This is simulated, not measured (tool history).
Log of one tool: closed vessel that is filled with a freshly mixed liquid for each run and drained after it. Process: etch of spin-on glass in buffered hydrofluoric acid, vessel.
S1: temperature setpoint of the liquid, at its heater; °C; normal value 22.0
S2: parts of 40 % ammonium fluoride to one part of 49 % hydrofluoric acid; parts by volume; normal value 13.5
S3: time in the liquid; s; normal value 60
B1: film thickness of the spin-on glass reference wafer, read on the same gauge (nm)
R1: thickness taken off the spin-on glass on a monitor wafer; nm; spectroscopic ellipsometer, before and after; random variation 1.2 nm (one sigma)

run    hour    S1    S2  S3      B1      R1
  1     0.0  22.0  13.5  60  138.41  124.32
  2    28.5  22.0  13.5  60  138.20  126.21
  3    79.3  22.0  13.5  60  137.99  125.24
  4   138.3  22.0  13.5  60  137.58  124.89
      181.0  -- hydrofluoric acid flow meter replaced
  5   198.2  22.0  13.5  60  137.33  123.41
  6   309.6  22.0  16.0  40  136.65   70.13
  7   338.0  22.0  13.5  60  136.49  120.93
  8   385.4  22.0  13.5  60  136.19  120.54
  9   445.7  22.0  13.5  60  135.92  124.12
 10   499.1  22.0  13.5  60  135.61  123.23
 11   553.0  22.0  13.5  60  135.34  123.15
 12   582.2  22.0  13.5  60  135.14  120.04
 13   619.1  22.0  13.5  60  134.94  121.54
 14   687.3  22.0  13.5  60  134.55  123.31
      745.9  -- hydrofluoric acid flow meter replaced
 15   748.8  22.0  13.5  60  134.25  121.60
 16   820.1  20.0  13.5  60  133.80  109.08
 17   860.0  22.0  13.5  60  133.59  119.75
 18   912.1  22.0  13.5  60  133.31  120.34
 19   972.9  18.5  17.5  45  132.97   57.48
     1013.9  -- gauge calibrated
 20  1042.7  22.0  12.0  85  140.03  199.22
 21  1107.7  22.0  13.5  60  139.66  126.20
     1132.4  -- thermometer replaced
 22  1160.1  25.5  13.5  35  139.40   90.29
 23  1292.1  22.0  13.5  60  138.64  125.27

What does the tool deliver on the next run?
     1345.3  -- hydrofluoric acid flow meter replaced
 24  1452.9  22.0  13.5  60   ?   ?

B1: 137.75
R1: 123.00 nm
If the tool had no hidden condition, the same run with the same run-to-run variation would have returned R1 125.01 nm.
